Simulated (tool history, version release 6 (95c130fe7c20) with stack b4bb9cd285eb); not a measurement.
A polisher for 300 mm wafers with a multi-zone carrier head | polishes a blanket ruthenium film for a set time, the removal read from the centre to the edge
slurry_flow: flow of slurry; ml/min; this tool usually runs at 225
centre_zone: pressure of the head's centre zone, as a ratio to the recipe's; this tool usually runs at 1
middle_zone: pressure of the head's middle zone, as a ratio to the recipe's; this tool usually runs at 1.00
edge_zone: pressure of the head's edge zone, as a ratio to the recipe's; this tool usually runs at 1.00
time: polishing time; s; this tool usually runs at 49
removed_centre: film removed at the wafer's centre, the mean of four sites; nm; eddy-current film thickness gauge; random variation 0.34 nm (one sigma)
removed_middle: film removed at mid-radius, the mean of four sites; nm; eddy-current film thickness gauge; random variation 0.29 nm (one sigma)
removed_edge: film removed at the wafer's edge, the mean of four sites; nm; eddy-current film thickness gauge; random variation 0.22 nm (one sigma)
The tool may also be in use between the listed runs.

| run | hour | slurry_flow | centre_zone | middle_zone | edge_zone | time | wafers since the last listed run | wafers polished on this pad | hours since the slurry nozzle was cleaned | hours since the centre zone pressure was calibrated | hours since the edge zone pressure was calibrated | hours since the carrier head's membrane was replaced | incoming thickness of the incoming film, nm | removed_centre | removed_middle | removed_edge |
|---|---|---|---|---|---|---|---|---|---|---|---|---|---|---|---|---|
| 1 | 0.0 | 225 | 1 | 0.93 | 1.00 | 49 | 0 | 2775 | 216.0 | 187.8 | 670.3 | 1349.8 | 491.7 | 27.1 | 24.8 | 26.0 |
|  | 13.4 | worn pad replaced by a new one |
|  | 116.4 | slurry nozzle cleaned |
| 2 | 160.3 | 225 | 1 | 0.93 | 1.00 | 49 | 1350 | 1268 | 43.9 | 348.1 | 830.6 | 1510.1 | 485.3 | 27.9 | 26.9 | 28.1 |
|  | 196.5 | centre zone pressure recalibrated |
| 3 | 211.2 | 225 | 1 | 1.00 | 1.00 | 49 | 425 | 1694 | 94.8 | 14.7 | 881.5 | 1561.0 | 487.5 | 28.2 | 27.4 | 27.4 |
| 4 | 262.5 | 225 | 1 | 1.00 | 1.00 | 49 | 446 | 2140 | 146.1 | 66.0 | 932.8 | 1612.3 | 501.3 | 27.1 | 26.9 | 26.8 |
| 5 | 324.8 | 225 | 1 | 1.00 | 1.00 | 37 | 541 | 2681 | 208.4 | 128.3 | 995.1 | 1674.6 | 492.1 | 20.7 | 20.0 | 19.9 |
|  | 374.5 | worn pad replaced by a new one |
| 6 | 420.7 | 225 | 1 | 1.00 | 1.00 | 45 | 799 | 402 | 304.3 | 224.2 | 1091.0 | 1770.5 | 491.4 | 26.1 | 26.1 | 25.9 |
|  | 458.6 | slurry nozzle cleaned |
| 7 | 527.7 | 225 | 1 | 1.00 | 1.00 | 45 | 921 | 1323 | 69.1 | 331.2 | 1198.0 | 1877.5 | 486.8 | 26.0 | 25.9 | 25.7 |
|  | 557.9 | carrier head's membrane replaced by a new one |
| 8 | 605.9 | 255 | 1 | 1.00 | 0.91 | 49 | 636 | 1960 | 147.3 | 409.4 | 1276.2 | 48.0 | 490.0 | 28.2 | 27.2 | 26.7 |
|  | 628.9 | centre zone pressure recalibrated |
|  | 675.1 | worn pad replaced by a new one |
| 9 | 693.2 | 225 | 1 | 0.92 | 1.00 | 49 | 706 | 157 | 234.6 | 64.3 | 1363.5 | 135.3 | 490.3 | 28.6 | 26.4 | 27.9 |
| 10 | 772.5 | 225 | 1 | 1.00 | 1.00 | 49 | 689 | 847 | 313.9 | 143.6 | 1442.8 | 214.6 | 498.0 | 28.5 | 27.4 | 27.7 |
| 11 | 814.2 | 225 | 1 | 1.00 | 1.00 | 49 | 362 | 1209 | 355.6 | 185.3 | 1484.5 | 256.3 | 485.6 | 28.3 | 28.5 | 27.2 |
|  | 840.8 | slurry nozzle cleaned |
|  | 847.2 | edge zone pressure recalibrated |
| 12 | 932.3 | 225 | 1 | 1.00 | 1.00 | 64 | 1000 | 2210 | 91.5 | 303.4 | 85.1 | 374.4 | 495.6 | 35.9 | 35.1 | 34.7 |

Run 13, settings as shown, results not yet in. Your forecast:
| 13 | 972.9 | 225 | 1 | 1.00 | 1.00 | 63 | 353 | 2563 | 132.1 | 344.0 | 125.7 | 415.0 | 488.0 | ? | ? | ? |

{"run 13": {"removed_centre": 34.3, "removed_middle": 33.8, "removed_edge": 33.9}}
Minus the tool's unlogged condition, the same run would have read removed_centre 37.1 nm, removed_middle 36.5 nm, removed_edge 36.6 nm.
